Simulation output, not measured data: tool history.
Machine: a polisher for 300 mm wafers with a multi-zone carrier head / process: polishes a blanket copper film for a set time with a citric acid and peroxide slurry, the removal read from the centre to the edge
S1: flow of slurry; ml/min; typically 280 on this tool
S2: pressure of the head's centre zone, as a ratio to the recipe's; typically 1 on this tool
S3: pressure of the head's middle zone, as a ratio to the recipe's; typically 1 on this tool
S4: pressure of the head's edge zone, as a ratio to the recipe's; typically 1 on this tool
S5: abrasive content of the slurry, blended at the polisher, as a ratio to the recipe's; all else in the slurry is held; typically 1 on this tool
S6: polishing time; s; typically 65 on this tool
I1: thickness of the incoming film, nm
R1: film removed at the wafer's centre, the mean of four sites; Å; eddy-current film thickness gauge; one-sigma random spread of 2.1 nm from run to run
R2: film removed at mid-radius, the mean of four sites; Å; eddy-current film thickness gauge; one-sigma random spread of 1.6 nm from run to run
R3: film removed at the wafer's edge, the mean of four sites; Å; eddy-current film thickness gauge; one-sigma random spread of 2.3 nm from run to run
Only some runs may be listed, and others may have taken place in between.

run,hour,S1,S2,S3,S4,S5,S6,I1,R1,R2,R3
1,0,280,1,1,1,1.2,65,503,1914,1794,1783
2,93.1,225,1,1,1.1,0.8,65,510,1730,1621,1663
# hour 116.9: carrier head's membrane replaced by a new one
3,120.7,280,1,1,1,1,65,511.2,1846,1717,1677
# hour 140.4: worn pad replaced by a new one
4,140.9,280,1,1,1,1,65,513.1,1823,1681,1673
5,164.7,280,1,1.04,1.07,1,72,507.3,2042,1872,1935
# hour 173.2: slurry nozzle cleaned
6,180.7,280,0.9,1,1,1,65,519.5,1774,1789,1782
7,202.8,280,1,1,1,1,65,509.1,1979,1751,1741
8,221.1,280,1,1,1,1,65,506.5,1957,1794,1794
9,253.6,280,1.1,0.96,1,1,65,513.5,2155,1701,1762
10,279.9,240,1,1,1,1,57,502.8,1663,1518,1495
11,311.3,280,1,1,1,1.2,65,515.1,2034,1810,1775
# hour 327.8: centre zone pressure recalibrated
# hour 338.1: worn pad replaced by a new one
12,338.6,320,0.94,1,1.07,1.25,65,510.6,1732,1846,1871
# hour 340.8: edge zone pressure recalibrated
13,369.8,280,1,1,1,1,65,507.5,1778,1762,1724
14,403.8,280,1,1,1,0.75,65,500.1,1701,1693,1691
15,431.4,280,1,1,1,1,65,505,1813,1731,1708
16,452.1,370,0.92,1,1,1.25,45,506.9,1213,1266,1218
17,477.4,280,1,1.04,1,1,82,508.5,2269,2168,2131
18,506.5,280,1,1,1,1,65,508.7,1744,1667,1675
19,521.2,280,0.9,1,1,0.9,86,502.9,2036,2116,2146
20,545.3,215,1.1,1.09,1.08,1,65,513,1778,1568,1585

Forecast each of these 5 alternatives for the next run:
A,545.7,280,1,1,1,1,73,508,?,?,?
B,545.7,350,0.92,1,0.89,1.2,65,508,?,?,?
C,545.7,280,1,0.88,1,1,65,508,?,?,?
D,545.7,245,1,0.93,1.11,0.7,65,508,?,?,?
E,545.7,315,1,1,1,1,65,508,?,?,?

run,R1,R2,R3
A,1925,1792,1829
B,1701,1713,1676
C,1713,1487,1630
D,1580,1418,1567
E,1763,1636,1658
Had the tool no hidden state, the same runs would have come out as:
run,R1,R2,R3
A,1988,1993,1977
B,1711,1863,1784
C,1769,1654,1762
D,1662,1604,1713
E,1795,1797,1778
